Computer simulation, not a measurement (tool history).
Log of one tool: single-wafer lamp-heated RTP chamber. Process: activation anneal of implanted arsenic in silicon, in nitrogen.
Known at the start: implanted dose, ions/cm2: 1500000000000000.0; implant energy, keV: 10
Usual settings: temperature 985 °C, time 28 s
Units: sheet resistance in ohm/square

run    hour  temperature  time  read-back reference wafer on the same gauge, sheet resistance  sheet resistance
  1     0.0          985    28                                                         123.08            124.55
  2    67.7          985    28                                                         123.32            125.82
  3   166.0          985    28                                                         123.55            125.28
      188.4  -- reflector plate cleaned
  4   232.8          985    23                                                         123.66            130.15
  5   319.3          985    23                                                         123.79            130.75
      377.7  -- pyrometer window cleaned and pyrometer calibrated
  6   418.6          976    28                                                         124.00            134.36
  7   514.6          976    28                                                         124.28            133.74
  8   579.5          985    28                                                         124.35            126.35
  9   641.5          985    28                                                         124.51            126.99
      670.2  -- reflector plate cleaned
 10   719.3          985    28                                                         124.69            127.11
      730.0  -- gauge calibrated
 11   784.9          985    28                                                         123.37            125.43
      862.3  -- pyrometer window cleaned and pyrometer calibrated
 12   878.9         1012    17                                                         123.70            116.90
 13   953.7         1014    42                                                         123.75             95.15
 14  1030.0          969    16                                                         124.00            153.42
     1123.4  -- reflector plate cleaned
 15  1123.9          971    28                                                         124.14            139.23
 16  1166.7          985    12                                                         124.28            148.20
 17  1223.9          985    28                                                         124.44            127.08
 18  1321.6          985    41                                                         124.56            116.12
     1343.5  -- pyrometer window cleaned and pyrometer calibrated
 19  1383.3          985    28                                                         124.64            127.18
 20  1433.4          985    14                                                         124.79            145.55
 21  1530.6          985    28                                                         125.08            127.41
     1561.4  -- reflector plate cleaned
 22  1577.0          985    28                                                         125.28            126.91
 23  1659.7          999    45                                                         125.32            103.86

Hidden state or all else? Some run-to-run changes of sheet resistance, split into what the settings, what came in and random variation would give without the hidden state, and what is left for the hidden state (with any gauge scatter that isn't in both results):
The hidden state here: true wafer temperature minus pyrometer reading, K; wafer temperature error from the tarnished reflector plate, K; gauge reads high (%).
Run 10 -> 11: gauge calibrated. sheet resistance -1.68 ohm/square: hidden state -1.28, all else -0.40.
Run 13 -> 14: temperature 1014 -> 969, time 42 -> 16. sheet resistance +58.27 ohm/square: hidden state +0.58, all else +57.69.
Run 22 -> 23: temperature 985 -> 999, time 28 -> 45. sheet resistance -23.05 ohm/square: hidden state -0.25, all else -22.80.

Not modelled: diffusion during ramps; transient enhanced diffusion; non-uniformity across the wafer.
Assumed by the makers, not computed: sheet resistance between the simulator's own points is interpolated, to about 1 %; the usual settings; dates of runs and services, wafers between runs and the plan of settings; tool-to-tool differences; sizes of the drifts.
